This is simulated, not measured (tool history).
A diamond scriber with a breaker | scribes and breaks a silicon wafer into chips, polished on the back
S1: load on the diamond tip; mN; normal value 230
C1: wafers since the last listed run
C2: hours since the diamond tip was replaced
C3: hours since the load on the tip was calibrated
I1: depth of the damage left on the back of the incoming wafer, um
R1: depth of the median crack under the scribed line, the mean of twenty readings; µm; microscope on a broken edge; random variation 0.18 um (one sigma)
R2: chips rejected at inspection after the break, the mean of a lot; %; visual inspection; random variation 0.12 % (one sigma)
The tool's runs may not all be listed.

{"run": 1, "day": 0.0, "S1": 230, "C1": 0, "C2": 346.6, "C3": 1032.5, "I1": 0.03, "R1": 9.14, "R2": 2.41}
{"run": 2, "day": 1.012, "S1": 230, "C1": 78, "C2": 370.9, "C3": 1056.8, "I1": 0.03, "R1": 8.82, "R2": 2.91}
{"run": 3, "day": 1.271, "S1": 230, "C1": 19, "C2": 377.1, "C3": 1063.0, "I1": 0.03, "R1": 8.85, "R2": 2.18}
{"run": 4, "day": 1.954, "S1": 230, "C1": 52, "C2": 393.5, "C3": 1079.4, "I1": 0.03, "R1": 8.89, "R2": 2.53}
{"run": 5, "day": 2.658, "S1": 182, "C1": 54, "C2": 410.4, "C3": 1096.3, "I1": 0.04, "R1": 7.75, "R2": 6.71}
{"run": 6, "day": 3.246, "S1": 182, "C1": 45, "C2": 424.5, "C3": 1110.4, "I1": 0.04, "R1": 7.46, "R2": 6.87}
{"run": 7, "day": 3.779, "S1": 209, "C1": 41, "C2": 437.3, "C3": 1123.2, "I1": 0.03, "R1": 8.34, "R2": 4.06}
{"run": 8, "day": 4.246, "S1": 209, "C1": 36, "C2": 448.5, "C3": 1134.4, "I1": 0.04, "R1": 8.12, "R2": 4.36}
{"run": 9, "day": 4.883, "S1": 230, "C1": 49, "C2": 463.8, "C3": 1149.7, "I1": 0.04, "R1": 9.0, "R2": 2.68}
{"run": 10, "day": 6.004, "S1": 230, "C1": 86, "C2": 490.7, "C3": 1176.6, "I1": 0.05, "R1": 8.57, "R2": 3.0}
{"run": 11, "day": 7.483, "S1": 230, "C1": 114, "C2": 526.2, "C3": 1212.1, "I1": 0.04, "R1": 8.86, "R2": 2.85}
{"run": 12, "day": 8.033, "S1": 230, "C1": 42, "C2": 539.4, "C3": 1225.3, "I1": 0.03, "R1": 8.59, "R2": 2.56}
{"run": 13, "day": 9.529, "S1": 230, "C1": 115, "C2": 575.3, "C3": 1261.2, "I1": 0.03, "R1": 8.21, "R2": 2.72}
{"run": 14, "day": 9.838, "S1": 191, "C1": 23, "C2": 582.7, "C3": 1268.6, "I1": 0.03, "R1": 7.7, "R2": 6.12}
{"run": 15, "day": 10.2, "S1": 191, "C1": 28, "C2": 591.4, "C3": 1277.3, "I1": 0.02, "R1": 7.75, "R2": 6.0}
{"run": 16, "day": 10.571, "S1": 230, "C1": 28, "C2": 600.3, "C3": 1286.2, "I1": 0.05, "R1": 8.48, "R2": 2.32}
{"run": 17, "day": 11.062, "S1": 230, "C1": 38, "C2": 612.1, "C3": 1298.0, "I1": 0.01, "R1": 8.5, "R2": 2.82}
{"run": 18, "day": 11.429, "S1": 230, "C1": 28, "C2": 620.9, "C3": 1306.8, "I1": 0.05, "R1": 8.58, "R2": 2.83}
{"run": 19, "day": 11.979, "S1": 230, "C1": 42, "C2": 634.1, "C3": 1320.0, "I1": 0.01, "R1": 8.83, "R2": 3.16}
{"run": 20, "day": 12.404, "S1": 189, "C1": 32, "C2": 644.3, "C3": 1330.2, "I1": 0.03, "R1": 7.46, "R2": 6.5}
{"day": 12.754, "done": "load on the tip recalibrated"}
{"run": 21, "day": 12.983, "S1": 287, "C1": 38, "C2": 658.2, "C3": 5.5, "I1": 0.04, "R1": 9.99, "R2": 1.76}
{"run": 22, "day": 13.375, "S1": 258, "C1": 30, "C2": 667.6, "C3": 14.9, "I1": 0.05, "R1": 9.42, "R2": 1.73}
{"day": 13.625, "done": "diamond tip replaced by a new one"}
{"run": 23, "day": 13.654, "S1": 260, "C1": 15, "C2": 0.7, "C3": 21.6, "I1": 0.05, "R1": 8.11, "R2": 3.54}
{"run": 24, "day": 14.296, "S1": 230, "C1": 49, "C2": 16.1, "C3": 37.0, "I1": 0.03, "R1": 7.76, "R2": 5.76}
{"run": 25, "day": 14.588, "S1": 163, "C1": 22, "C2": 23.1, "C3": 44.0, "I1": 0.02, "R1": 6.43, "R2": 17.95}
{"run": 26, "day": 15.538, "S1": 230, "C1": 73, "C2": 45.9, "C3": 66.8, "I1": 0.03, "R1": 7.93, "R2": 6.84}
{"run": 27, "day": 15.983, "S1": 281, "C1": 34, "C2": 56.6, "C3": 77.5, "I1": 0.02, "R1": 8.33, "R2": 2.81}
{"run": 28, "day": 16.846, "S1": 196, "C1": 66, "C2": 77.3, "C3": 98.2, "I1": 0.03, "R1": 6.9, "R2": 13.36}
{"run": 29, "day": 17.425, "S1": 264, "C1": 44, "C2": 91.2, "C3": 112.1, "I1": 0.02, "R1": 8.13, "R2": 4.89}
{"run": 30, "day": 18.154, "S1": 168, "C1": 56, "C2": 108.7, "C3": 129.6, "I1": 0.04, "R1": 6.16, "R2": 18.85}
{"day": 18.396, "done": "diamond tip replaced by a new one, repeated, since the last time left the tool worse"}
{"run": 31, "day": 18.796, "S1": 206, "C1": 43, "C2": 9.6, "C3": 145.0, "I1": 0.04, "R1": 8.8, "R2": 2.13}
{"run": 32, "day": 19.442, "S1": 289, "C1": 49, "C2": 25.1, "C3": 160.5, "I1": 0.05, "R1": 10.7, "R2": 2.66}
{"run": 33, "day": 19.775, "S1": 261, "C1": 25, "C2": 33.1, "C3": 168.5, "I1": 0.03, "R1": 10.0, "R2": 1.88}
{"run": 34, "day": 20.308, "S1": 197, "C1": 41, "C2": 45.9, "C3": 181.3, "I1": 0.02, "R1": 8.65, "R2": 2.83}
{"run": 35, "day": 20.892, "S1": 230, "C1": 45, "C2": 59.9, "C3": 195.3, "I1": 0.01, "R1": 9.29, "R2": 1.82}
{"run": 36, "day": 21.175, "S1": 230, "C1": 21, "C2": 66.7, "C3": 202.1, "I1": 0.05, "R1": 9.3, "R2": 1.95}
{"run": 37, "day": 21.712, "S1": 290, "C1": 41, "C2": 79.6, "C3": 215.0, "I1": 0.02, "R1": 10.78, "R2": 2.3}
{"run": 38, "day": 22.288, "S1": 267, "C1": 44, "C2": 93.4, "C3": 228.8, "I1": 0.02, "R1": 9.79, "R2": 1.65}

For some of the steps in R1 from one run to the next: how much would appear even if the tool had no hidden state, given the settings, what came in and random variation, and how much remains for the hidden state plus any gauge scatter that the measured result and the result without hidden state don't share?
The tool's hidden condition here consists of: share of the diamond tip's cutting effectiveness lost through wear, %; deviation of the load on the tip from its setpoint, %.
Run 20 -> 21: S1 189 -> 287, load on the tip recalibrated. R1 +2.53 µm: hidden state -0.30, all else +2.83.
Run 22 -> 23: S1 258 -> 260, diamond tip replaced by a new one. R1 -1.31 µm: hidden state -0.78, all else -0.53.
Run 29 -> 30: S1 264 -> 168. R1 -1.97 µm: hidden state +0.52, all else -2.49.
Run 30 -> 31: S1 168 -> 206, diamond tip replaced by a new one, repeated, since the last time left the tool worse. R1 +2.64 µm: hidden state +1.72, all else +0.92.
